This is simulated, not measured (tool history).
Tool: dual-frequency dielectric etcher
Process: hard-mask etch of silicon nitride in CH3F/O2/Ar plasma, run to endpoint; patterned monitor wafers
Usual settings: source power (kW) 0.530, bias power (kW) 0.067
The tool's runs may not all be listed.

run,hour,source power (kW),bias power (kW),"incoming incoming film thickness, nm",endpoint time (s)
1,0.0,0.530,0.067,40.39,58.3
2,63.2,0.530,0.067,40.42,58.3
3,107.3,0.530,0.067,39.81,57.8
4,172.4,0.530,0.067,39.98,57.2
5,206.8,0.530,0.067,39.58,57.6
6,241.0,0.530,0.067,40.18,57.7
7,271.2,0.610,0.057,40.19,59.2
8,300.9,0.610,0.057,40.47,60.3
9,355.8,0.530,0.067,40.03,58.9
10,390.7,0.530,0.067,40.01,59.3
# hour 433.9: wet clean of the chamber, repeated, since the last time left the tool worse
# hour 443.8: source power generator calibrated
11,461.6,0.570,0.060,39.66,55.0
12,532.0,0.530,0.067,40.00,55.1
13,572.4,0.530,0.067,40.20,55.5
14,636.4,0.530,0.067,40.61,56.2
15,702.2,0.610,0.077,40.07,50.9
16,766.2,0.640,0.073,39.81,51.0
# hour 817.8: upper electrode replaced
17,818.3,0.660,0.073,39.90,50.5
18,867.1,0.530,0.056,39.81,58.8
19,936.2,0.530,0.067,39.86,55.6
# hour 981.5: wet clean of the chamber
20,993.9,0.600,0.053,39.80,56.5
21,1055.6,0.640,0.067,39.78,51.5
22,1096.5,0.420,0.059,40.16,61.1
23,1182.4,0.530,0.067,40.25,55.5
24,1218.4,0.640,0.062,40.27,54.5
25,1261.8,0.530,0.081,40.26,52.5
26,1301.5,0.530,0.067,39.60,55.4
27,1373.2,0.630,0.067,40.43,53.8
28,1413.6,0.530,0.067,40.36,56.4
29,1457.1,0.530,0.075,39.77,53.3
30,1512.0,0.530,0.067,40.05,55.8
# hour 1574.5: wet clean of the chamber
31,1575.0,0.590,0.056,39.62,55.2
32,1599.9,0.530,0.067,40.25,54.7
33,1670.1,0.630,0.082,40.30,49.3
34,1700.6,0.530,0.059,39.76,57.3

Measured less the same run without the tool's hidden state. The same run-to-run variation is in both; the gauge's scatter may not be:
The hidden state here: etch rate over this chamber's usual, %; source power that arrives over what is set, %; bias power that arrives over what is set, %.
run,endpoint time (s)
1,+2.9
2,+3.1
3,+3.2
4,+3.3
5,+3.4
6,+3.5
7,+3.7
8,+3.8
9,+3.9
10,+4.0
11,-0.2
12,+0.0
13,+0.1
14,+0.3
15,+0.4
16,+0.5
17,+0.6
18,+0.9
19,+1.0
20,+0.0
21,+0.2
22,+0.3
23,+0.5
24,+0.5
25,+0.6
26,+0.8
27,+1.0
28,+1.1
29,+1.1
30,+1.3
31,-0.3
32,-0.3
33,+0.0
34,+0.0
